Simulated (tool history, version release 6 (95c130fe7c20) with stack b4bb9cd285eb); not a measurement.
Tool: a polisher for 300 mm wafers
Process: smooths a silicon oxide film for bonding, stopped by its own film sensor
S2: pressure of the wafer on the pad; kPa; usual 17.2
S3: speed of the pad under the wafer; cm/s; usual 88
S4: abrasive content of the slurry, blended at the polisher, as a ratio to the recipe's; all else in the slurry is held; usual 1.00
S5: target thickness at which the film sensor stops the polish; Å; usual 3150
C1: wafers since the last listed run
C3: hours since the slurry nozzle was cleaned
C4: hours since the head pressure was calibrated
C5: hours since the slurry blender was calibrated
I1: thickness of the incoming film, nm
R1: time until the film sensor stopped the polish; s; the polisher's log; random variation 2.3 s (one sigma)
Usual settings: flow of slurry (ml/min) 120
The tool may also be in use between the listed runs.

Run 1, day 0.000: usual settings but flow of slurry (ml/min) 130; C1 0; wafers polished on this pad 376; C3 184.1; C4 1297.6; C5 203.6; I1 407.2. Result: R1 140.8 s.
Run 2, day 0.379: usual settings; C1 45; wafers polished on this pad 422; C3 193.2; C4 1306.7; C5 212.7; I1 399.8. Result: R1 138.3 s.
Run 3, day 0.783: usual settings; C1 48; wafers polished on this pad 471; C3 202.9; C4 1316.4; C5 222.4; I1 404.3. Result: R1 142.8 s.
Run 4, day 1.083: usual settings but flow of slurry (ml/min) 90; C1 36; wafers polished on this pad 507; C3 210.1; C4 1323.6; C5 229.6; I1 405.0. Result: R1 155.3 s.
Run 5, day 1.575: usual settings but flow of slurry (ml/min) 90; C1 59; wafers polished on this pad 567; C3 221.9; C4 1335.4; C5 241.4; I1 406.0. Result: R1 159.3 s.
Run 6, day 1.846: usual settings; C1 32; wafers polished on this pad 600; C3 228.4; C4 1341.9; C5 247.9; I1 402.8. Result: R1 139.9 s.
Run 7, day 2.450: usual settings but S5 3230 Å; C1 73; wafers polished on this pad 673; C3 242.9; C4 1356.4; C5 262.4; I1 404.4. Result: R1 130.8 s.
Run 8, day 2.738: usual settings but S5 3230 Å; C1 34; wafers polished on this pad 708; C3 249.8; C4 1363.3; C5 269.3; I1 399.0. Result: R1 121.4 s.
At day 3.592: slurry blender recalibrated.
Run 9, day 3.929: usual settings but S5 3230 Å; C1 134; wafers polished on this pad 842; C3 278.4; C4 1391.9; C5 8.1; I1 405.8. Result: R1 124.3 s.
At day 4.433: head pressure recalibrated.
Run 10, day 4.454: usual settings but S4 1.15; C1 53; wafers polished on this pad 895; C3 291.0; C4 0.5; C5 20.7; I1 393.7. Result: R1 110.6 s.
Run 11, day 4.850: usual settings but flow of slurry (ml/min) 105; C1 47; wafers polished on this pad 943; C3 300.5; C4 10.0; C5 30.2; I1 400.5. Result: R1 133.2 s.
Run 12, day 5.554: usual settings but flow of slurry (ml/min) 145, S3 80 cm/s, S5 3040 Å; C1 85; wafers polished on this pad 1028; C3 317.4; C4 26.9; C5 47.1; I1 394.0. Result: R1 140.0 s.
At day 5.804: worn pad replaced by a new one.
Run 13, day 5.838: usual settings; C1 14; wafers polished on this pad 4; C3 324.2; C4 33.7; C5 53.9; I1 392.0. Result: R1 115.8 s.
At day 6.367: slurry nozzle cleaned.
Run 14, day 7.100: usual settings but flow of slurry (ml/min) 150, S3 102 cm/s, S4 0.85; C1 147; wafers polished on this pad 151; C3 17.6; C4 64.0; C5 84.2; I1 399.3. Result: R1 123.6 s.
Run 15, day 7.479: usual settings but flow of slurry (ml/min) 90, S2 11.7 kPa; C1 45; wafers polished on this pad 197; C3 26.7; C4 73.1; C5 93.3; I1 399.2. Result: R1 205.9 s.

The next listed run, before its measurement:
Run 16, day 8.054: usual settings but S3 60 cm/s; C1 69; wafers polished on this pad 267; C3 40.5; C4 86.9; C5 107.1; I1 405.9. Result: R1 ?.

R1: 182.5 s
Without the tool's hidden state the same run would have given R1 176.0 s.
